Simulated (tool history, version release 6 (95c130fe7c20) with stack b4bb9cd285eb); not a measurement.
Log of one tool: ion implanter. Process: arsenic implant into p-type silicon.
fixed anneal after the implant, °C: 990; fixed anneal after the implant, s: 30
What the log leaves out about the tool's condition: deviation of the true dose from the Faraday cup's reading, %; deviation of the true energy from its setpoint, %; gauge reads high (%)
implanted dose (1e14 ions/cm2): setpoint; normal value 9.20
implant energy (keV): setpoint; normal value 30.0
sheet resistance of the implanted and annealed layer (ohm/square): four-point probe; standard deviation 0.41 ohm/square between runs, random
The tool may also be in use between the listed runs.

run     day  implanted dose (1e14 ions/cm2)  implant energy (keV)  wafers since the last listed run  hours since the last dose calibration  hours since the extraction supply was calibrated  hours since the gauge calibration  read-back reference wafer on the same gauge, sheet resistance  sheet resistance of the implanted and annealed layer (ohm/square)
  1   0.000                            9.20                  22.0                                 0                                 1497.4                                            4116.0                               95.0                                                         120.01                                                             135.54
  2   2.117                            9.20                  22.0                               679                                 1548.2                                            4166.8                              145.8                                                         120.00                                                             136.02
  3   3.996                           10.81                  28.0                               603                                 1593.3                                            4211.9                              190.9                                                         120.06                                                             116.47
  4   6.612                            9.20                  23.5                               840                                 1656.1                                            4274.7                              253.7                                                         119.97                                                             132.86
  5  15.488                            9.20                  23.5                              2849                                 1869.1                                            4487.7                              466.7                                                         119.92                                                             133.69
  6  16.550                            9.20                  25.0                               341                                 1894.6                                            4513.2                              492.2                                                         120.04                                                             132.31
  7  17.612                            9.20                  23.0                               341                                 1920.1                                            4538.7                              517.7                                                         120.00                                                             135.14
  8  20.050                            9.20                  30.0                               782                                 1978.6                                            4597.2                              576.2                                                         120.00                                                             126.92
  9  22.892                            9.20                  30.0                               912                                 2046.8                                            4665.4                              644.4                                                         120.02                                                             126.47
 10  24.058                            9.20                  30.0                               374                                 2074.8                                            4693.4                              672.4                                                         120.03                                                             126.78
 11  26.550                            9.20                  30.0                               800                                 2134.6                                            4753.2                              732.2                                                         119.98                                                             127.22
 12  29.396                            8.13                  30.0                               913                                 2202.9                                            4821.5                              800.5                                                         120.02                                                             138.29
     29.400  -- gauge calibrated
 13  31.633                           10.69                  25.0                               718                                 2256.6                                            4875.2                               53.6                                                         120.03                                                             120.14
 14  33.325                            9.20                  21.0                               543                                 2297.2                                            4915.8                               94.2                                                         119.96                                                             138.08
 15  35.238                           10.51                  20.0                               614                                 2343.1                                            4961.7                              140.1                                                         119.88                                                             129.08
     36.579  -- extraction supply calibrated
     36.742  -- Faraday cup replaced and dose calibrated
 16  37.412                            7.35                  22.5                               538                                   16.1                                              20.0                              192.3                                                         119.95                                                             152.18
 17  39.142                            9.20                  30.0                               555                                   57.6                                              61.5                              233.8                                                         119.99                                                             123.55
 18  40.188                            9.20                  30.0                               335                                   82.7                                              86.6                              258.9                                                         119.98                                                             124.05
 19  42.354                            9.20                  26.0                               695                                  134.7                                             138.6                              310.9                                                         120.02                                                             128.83
 20  44.412                            9.20                  30.0                               660                                  184.1                                             188.0                              360.3                                                         120.00                                                             124.87
 21  45.579                            7.74                  35.0                               374                                  212.1                                             216.0                              388.3                                                         120.07                                                             135.91
 22  46.646                           11.33                  26.5                               342                                  237.7                                             241.6                              413.9                                                         119.98                                                             113.86

Each row is a separate what-if for the run after 22, all from the same tool condition, not one after another. Results?
  A  46.662                           11.28                  30.0                                 5                                  238.1                                             242.0                              414.3                                                              ?                                                                  ?
  B  46.662                            7.10                  25.0                                 5                                  238.1                                             242.0                              414.3                                                              ?                                                                  ?
  C  46.662                            6.65                  21.5                                 5                                  238.1                                             242.0                              414.3                                                              ?                                                                  ?
  D  46.662                           11.02                  33.5                                 5                                  238.1                                             242.0                              414.3                                                              ?                                                                  ?
  E  46.662                            7.49                  20.0                                 5                                  238.1                                             242.0                              414.3                                                              ?                                                                  ?

run  read-back reference wafer on the same gauge, sheet resistance  sheet resistance of the implanted and annealed layer (ohm/square)
  A                                                         120.00                                                             109.84
  B                                                         120.00                                                             154.07
  C                                                         120.00                                                             165.73
  D                                                         120.00                                                             108.09
  E                                                         120.00                                                             155.01
Without the tool's hidden state the same runs would have given:
run  sheet resistance of the implanted and annealed layer (ohm/square)
  A                                                             108.48
  B                                                             151.60
  C                                                             163.11
  D                                                             106.66
  E                                                             152.72

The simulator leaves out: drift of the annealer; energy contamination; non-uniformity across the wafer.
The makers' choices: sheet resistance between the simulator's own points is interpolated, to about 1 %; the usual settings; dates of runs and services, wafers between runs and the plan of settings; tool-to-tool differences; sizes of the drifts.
